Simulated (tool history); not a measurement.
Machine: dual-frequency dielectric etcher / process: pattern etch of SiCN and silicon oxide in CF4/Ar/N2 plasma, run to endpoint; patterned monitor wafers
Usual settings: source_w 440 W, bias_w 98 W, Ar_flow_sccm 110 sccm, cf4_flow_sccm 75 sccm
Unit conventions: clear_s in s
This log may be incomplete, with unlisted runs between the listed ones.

| run | day | source_w | bias_w | Ar_flow_sccm | cf4_flow_sccm | incoming incoming film thickness, nm | clear_s |
|---|---|---|---|---|---|---|---|
| 1 | 0 | 440 | 98 | 125 | 75 | 11.24 | 13.5 |
| 2 | 1.388 | 440 | 98 | 110 | 75 | 11.3 | 13.2 |
|  | 3.612 | upper electrode replaced |
| 3 | 3.821 | 440 | 98 | 110 | 75 | 11.39 | 13.4 |
|  | 5.654 | Ar flow controller replaced |
| 4 | 6.142 | 440 | 98 | 110 | 75 | 11.37 | 13.3 |
|  | 6.938 | bias power generator calibrated |
| 5 | 8.783 | 440 | 98 | 110 | 75 | 11.3 | 13.2 |
|  | 9.838 | source power generator calibrated |
| 6 | 11.008 | 360 | 90 | 110 | 75 | 11.36 | 17.8 |
| 7 | 13.358 | 440 | 98 | 110 | 75 | 11.32 | 13.6 |
| 8 | 15.858 | 440 | 98 | 110 | 75 | 11.33 | 13.6 |
| 9 | 18.662 | 440 | 78 | 85 | 69 | 11.37 | 14.3 |
| 10 | 21.621 | 440 | 98 | 136 | 89 | 11.34 | 13.7 |
|  | 24.046 | wet clean of the chamber |
| 11 | 24.067 | 440 | 98 | 110 | 75 | 11.1 | 13.3 |
| 12 | 24.738 | 410 | 98 | 110 | 75 | 11.29 | 14.6 |
| 13 | 26.446 | 440 | 98 | 119 | 90 | 11.2 | 13.3 |
| 14 | 28.617 | 440 | 82 | 134 | 91 | 11.4 | 14.6 |
| 15 | 30.138 | 440 | 98 | 110 | 83 | 11.23 | 13.4 |
| 16 | 32.075 | 440 | 98 | 123 | 75 | 11.29 | 13.7 |
| 17 | 33.088 | 440 | 116 | 110 | 86 | 11.35 | 12.6 |
| 18 | 35.446 | 440 | 98 | 110 | 75 | 11.29 | 13.5 |
| 19 | 37.742 | 530 | 79 | 131 | 81 | 11.29 | 12.1 |
| 20 | 40.621 | 440 | 98 | 136 | 89 | 11.32 | 13.7 |
| 21 | 43.475 | 370 | 119 | 84 | 62 | 11.38 | 15.3 |
|  | 45.875 | wet clean of the chamber |
| 22 | 46.438 | 440 | 98 | 127 | 75 | 11.23 | 13.8 |
| 23 | 48.892 | 500 | 98 | 110 | 61 | 11.2 | 12 |
| 24 | 50.754 | 370 | 75 | 110 | 88 | 11.37 | 17.7 |
| 25 | 52.475 | 510 | 98 | 99 | 86 | 11.22 | 11.1 |

Alternative continuations, all from the tool just after run 25; predict every row:
| A | 52.492 | 440 | 98 | 110 | 75 | 11.13 | ? |
| B | 52.492 | 340 | 107 | 110 | 75 | 11.13 | ? |
| C | 52.492 | 440 | 98 | 93 | 75 | 11.13 | ? |

| run | clear_s |
|---|---|
| A | 13.2 |
| B | 17.4 |
| C | 12.9 |
Had the tool no hidden state, the same runs would have come out as:
| run | clear_s |
|---|---|
| A | 13.4 |
| B | 17.6 |
| C | 13.1 |
